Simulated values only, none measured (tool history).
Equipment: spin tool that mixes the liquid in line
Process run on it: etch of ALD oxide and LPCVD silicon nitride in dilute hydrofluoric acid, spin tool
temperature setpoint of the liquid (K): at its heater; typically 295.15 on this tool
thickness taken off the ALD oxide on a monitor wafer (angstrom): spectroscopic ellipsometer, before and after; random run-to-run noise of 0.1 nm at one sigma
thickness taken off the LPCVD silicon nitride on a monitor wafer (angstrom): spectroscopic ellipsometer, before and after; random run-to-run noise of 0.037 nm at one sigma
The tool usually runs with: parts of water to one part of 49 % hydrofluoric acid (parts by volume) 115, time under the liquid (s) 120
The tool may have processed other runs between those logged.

| run | day | temperature setpoint of the liquid (K) | parts of water to one part of 49 % hydrofluoric acid (parts by volume) | time under the liquid (s) | wafers since the last listed run | hours since the thermometer was replaced | hours since the hydrofluoric acid flow meter was replaced | hours since the gauge calibration | read-back film thickness of the ALD oxide reference wafer, read on the same gauge (nm) | read-back film thickness of the LPCVD silicon nitride reference wafer, read on the same gauge (nm) | thickness taken off the ALD oxide on a monitor wafer (angstrom) | thickness taken off the LPCVD silicon nitride on a monitor wafer (angstrom) |
|---|---|---|---|---|---|---|---|---|---|---|---|---|
| 1 | 0.000 | 295.15 | 115 | 120 | 0 | 1634.4 | 1028.0 | 306.5 | 149.99 | 29.964 | 138.9 | 4.49 |
| 2 | 2.150 | 295.15 | 100 | 120 | 250 | 1686.0 | 1079.6 | 358.1 | 150.00 | 29.978 | 164.3 | 4.66 |
| 3 | 6.133 | 295.15 | 100 | 120 | 464 | 1781.6 | 1175.2 | 453.7 | 149.99 | 29.978 | 163.7 | 4.43 |
| 4 | 9.075 | 295.15 | 100 | 120 | 343 | 1852.2 | 1245.8 | 524.3 | 150.00 | 29.984 | 163.2 | 4.29 |
| 5 | 12.738 | 295.15 | 75 | 120 | 427 | 1940.1 | 1333.7 | 612.2 | 149.97 | 30.041 | 220.0 | 6.43 |
| 6 | 16.571 | 292.15 | 65 | 120 | 447 | 2032.1 | 1425.7 | 704.2 | 150.03 | 30.013 | 226.4 | 5.80 |
| 7 | 20.683 | 295.15 | 150 | 120 | 479 | 2130.8 | 1524.4 | 802.9 | 149.99 | 29.976 | 101.6 | 3.02 |
| 8 | 23.388 | 295.15 | 115 | 120 | 315 | 2195.7 | 1589.3 | 867.8 | 150.00 | 29.972 | 138.6 | 3.78 |
| 9 | 33.292 | 295.15 | 115 | 120 | 1155 | 2433.4 | 1827.0 | 1105.5 | 149.99 | 30.021 | 135.9 | 3.63 |
| 10 | 36.729 | 295.15 | 115 | 120 | 401 | 2515.9 | 1909.5 | 1188.0 | 149.99 | 30.019 | 134.7 | 3.43 |
| 11 | 40.888 | 295.15 | 115 | 120 | 485 | 2615.7 | 2009.3 | 1287.8 | 150.00 | 29.960 | 134.2 | 4.16 |
| 12 | 42.942 | 300.15 | 160 | 120 | 239 | 2665.0 | 2058.6 | 1337.1 | 149.99 | 29.999 | 112.1 | 3.61 |
| 13 | 46.817 | 295.15 | 165 | 120 | 452 | 2758.0 | 2151.6 | 1430.1 | 150.03 | 29.960 | 89.7 | 2.40 |
| 14 | 48.729 | 298.65 | 160 | 100 | 223 | 2803.9 | 2197.5 | 1476.0 | 150.02 | 30.017 | 88.4 | 3.04 |
|  | 49.029 | hydrofluoric acid flow meter replaced |
|  | 50.542 | gauge calibrated |
| 15 | 50.821 | 295.15 | 115 | 150 | 239 | 2854.1 | 43.0 | 6.7 | 150.01 | 29.984 | 169.5 | 4.65 |
| 16 | 54.533 | 291.65 | 90 | 150 | 433 | 2943.2 | 132.1 | 95.8 | 149.99 | 30.047 | 188.2 | 4.52 |
| 17 | 58.417 | 292.15 | 175 | 180 | 453 | 3036.4 | 225.3 | 189.0 | 150.01 | 30.053 | 110.9 | 2.88 |
| 18 | 61.754 | 298.65 | 115 | 120 | 389 | 3116.5 | 305.4 | 269.1 | 149.99 | 30.025 | 153.2 | 5.12 |
|  | 65.288 | thermometer replaced |
| 19 | 66.108 | 297.15 | 65 | 120 | 503 | 19.7 | 409.9 | 373.6 | 150.00 | 29.941 | 298.2 | 7.41 |
| 20 | 70.242 | 295.15 | 115 | 100 | 482 | 118.9 | 509.1 | 472.8 | 149.97 | 29.940 | 120.8 | 3.75 |
| 21 | 73.233 | 295.15 | 115 | 120 | 349 | 190.7 | 580.9 | 544.6 | 149.98 | 30.017 | 147.7 | 4.14 |
| 22 | 84.142 | 295.15 | 115 | 185 | 1272 | 452.5 | 842.7 | 806.4 | 149.97 | 30.040 | 221.0 | 6.96 |
| 23 | 87.742 | 295.15 | 100 | 120 | 420 | 538.9 | 929.1 | 892.8 | 149.98 | 30.007 | 169.2 | 4.72 |
| 24 | 90.479 | 295.15 | 115 | 120 | 319 | 604.6 | 994.8 | 958.5 | 149.98 | 29.983 | 144.5 | 3.89 |
| 25 | 93.871 | 295.15 | 65 | 70 | 395 | 686.0 | 1076.2 | 1039.9 | 150.00 | 29.986 | 156.8 | 3.31 |
| 26 | 97.021 | 295.15 | 115 | 120 | 367 | 761.6 | 1151.8 | 1115.5 | 150.00 | 30.021 | 143.7 | 3.94 |

Hidden state at the last listed run before each entry between runs and at the first one after, where it differs:
Between runs 14 and 15: hydrofluoric acid flow meter replaced (day 49.029); gauge calibrated (day 50.542)
  liquid colder than its thermometer reads (K): 2.35 -> 2.39
  measured value less the no-hidden-state value, thickness taken off the ALD oxide on a monitor wafer (angstrom): -8.2 -> -17.1; thickness taken off the LPCVD silicon nitride on a monitor wafer (angstrom): -0.49 -> -0.81
Between runs 18 and 19: thermometer replaced (day 65.288)
  liquid colder than its thermometer reads (K): 2.61 -> 0.222
  measured value less the no-hidden-state value, thickness taken off the ALD oxide on a monitor wafer (angstrom): -16.5 -> -2.6; thickness taken off the LPCVD silicon nitride on a monitor wafer (angstrom): -0.95 -> -0.11
